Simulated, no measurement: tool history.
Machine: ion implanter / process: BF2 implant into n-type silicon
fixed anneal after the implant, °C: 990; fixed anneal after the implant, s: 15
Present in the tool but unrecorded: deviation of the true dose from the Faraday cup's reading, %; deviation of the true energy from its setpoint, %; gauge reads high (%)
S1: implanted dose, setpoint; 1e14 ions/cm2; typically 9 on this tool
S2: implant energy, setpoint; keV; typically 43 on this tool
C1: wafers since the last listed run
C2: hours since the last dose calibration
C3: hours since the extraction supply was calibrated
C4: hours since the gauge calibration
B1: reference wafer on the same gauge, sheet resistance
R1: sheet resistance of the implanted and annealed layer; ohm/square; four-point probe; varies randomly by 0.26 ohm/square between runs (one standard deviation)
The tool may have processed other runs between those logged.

run,hour,S1,S2,C1,C2,C3,C4,B1,R1
1,0,9,43,0,1028.6,1884.5,101.5,174.03,175.1
2,6.6,9,43,73,1035.2,1891.1,108.1,174.03,175.34
3,21.8,9,43,169,1050.4,1906.3,123.3,174.09,175.5
4,30.1,9,43,92,1058.7,1914.6,131.6,174.01,175.42
5,47.1,9,43,189,1075.7,1931.6,148.6,174.07,175.06
6,58.1,9,43,122,1086.7,1942.6,159.6,174.06,175.48
7,104.1,9,43,511,1132.7,1988.6,205.6,173.91,175.34
8,153.5,9,43,549,1182.1,2038,255,174.06,175.28
9,165.4,9,43,132,1194,2049.9,266.9,174.05,175.35
10,180.6,9,43,169,1209.2,2065.1,282.1,174,175.06
11,198.1,10.59,43,194,1226.7,2082.6,299.6,174.05,162.92
12,240.4,9,43,470,1269,2124.9,341.9,174.05,175.11
13,249.2,9,43,97,1277.8,2133.7,350.7,174.12,174.79
14,259.6,9,43,115,1288.2,2144.1,361.1,173.84,175.7
15,273.1,9,43,150,1301.7,2157.6,374.6,174,174.98
# hour 281.9: Faraday cup replaced and dose calibrated
16,326.3,9,43,503,44.4,2210.8,427.8,174.12,172.58
17,335.5,9,43,102,53.6,2220,437,174.11,172.89
18,346.5,9,43,122,64.6,2231,448,173.93,172.81
19,358.6,9,49,134,76.7,2243.1,460.1,174.11,165.36
# hour 362.7: gauge calibrated
20,366,9,43,82,84.1,2250.5,3.3,174,173.29
21,378,7.97,36,133,96.1,2262.5,15.3,174.04,195.12
22,384.9,7.88,43,76,103,2269.4,22.2,173.81,185.41
23,393.7,9,43,97,111.8,2278.2,31,174.14,172.8
# hour 402.9: extraction supply calibrated
24,404.4,11.34,43,30,122.5,1.5,41.7,173.81,157.35
25,414.2,7.3,55.5,109,132.3,11.3,51.5,174.19,184.48
26,423.9,6.42,52.5,107,142,21,61.2,173.91,204.98
27,439.1,10.92,37.5,169,157.2,36.2,76.4,173.98,169.75
28,450.2,9,43,123,168.3,47.3,87.5,173.91,173.17
29,460.5,7.61,48,114,178.6,57.6,97.8,174.04,184.46
30,476.1,9,43,173,194.2,73.2,113.4,173.96,173.29
31,491.5,9,29.5,171,209.6,88.6,128.8,174.05,201.82
32,497.6,9,33,67,215.7,94.7,134.9,174.1,192.12
33,512.5,7.41,37.5,165,230.6,109.6,149.8,174.06,200.7
34,522.2,7.14,55.5,107,240.3,119.3,159.5,173.97,188.43
35,531.5,9,43,103,249.6,128.6,168.8,174.1,173.72
36,538.3,7,49.5,75,256.4,135.4,175.6,174,194.55
37,547.2,11.3,32.5,99,265.3,144.3,184.5,174.07,180.1

A few steps of R1 between consecutive runs. Split each: what settings, incoming material and random variation would produce without the hidden state, and what is left over for the hidden state, along with gauge scatter present in only one of the two compared results (measured, and without hidden state):
Run 11 -> 12: S1 10.59 -> 9. R1 +12.19 ohm/square: hidden state +0.72, all else +11.47.
Run 15 -> 16: Faraday cup replaced and dose calibrated. R1 -2.4 ohm/square: hidden state -2.72, all else +0.32.
Run 24 -> 25: S1 11.34 -> 7.3, S2 43 -> 55.5. R1 +27.13 ohm/square: hidden state +0.52, all else +26.61.
Run 26 -> 27: S1 6.42 -> 10.92, S2 52.5 -> 37.5. R1 -35.23 ohm/square: hidden state -0.65, all else -34.58.
Run 30 -> 31: S2 43 -> 29.5. R1 +28.53 ohm/square: hidden state -0.1, all else +28.63.
Run 36 -> 37: S1 7 -> 11.3, S2 49.5 -> 32.5. R1 -14.45 ohm/square: hidden state -1.07, all else -13.38.
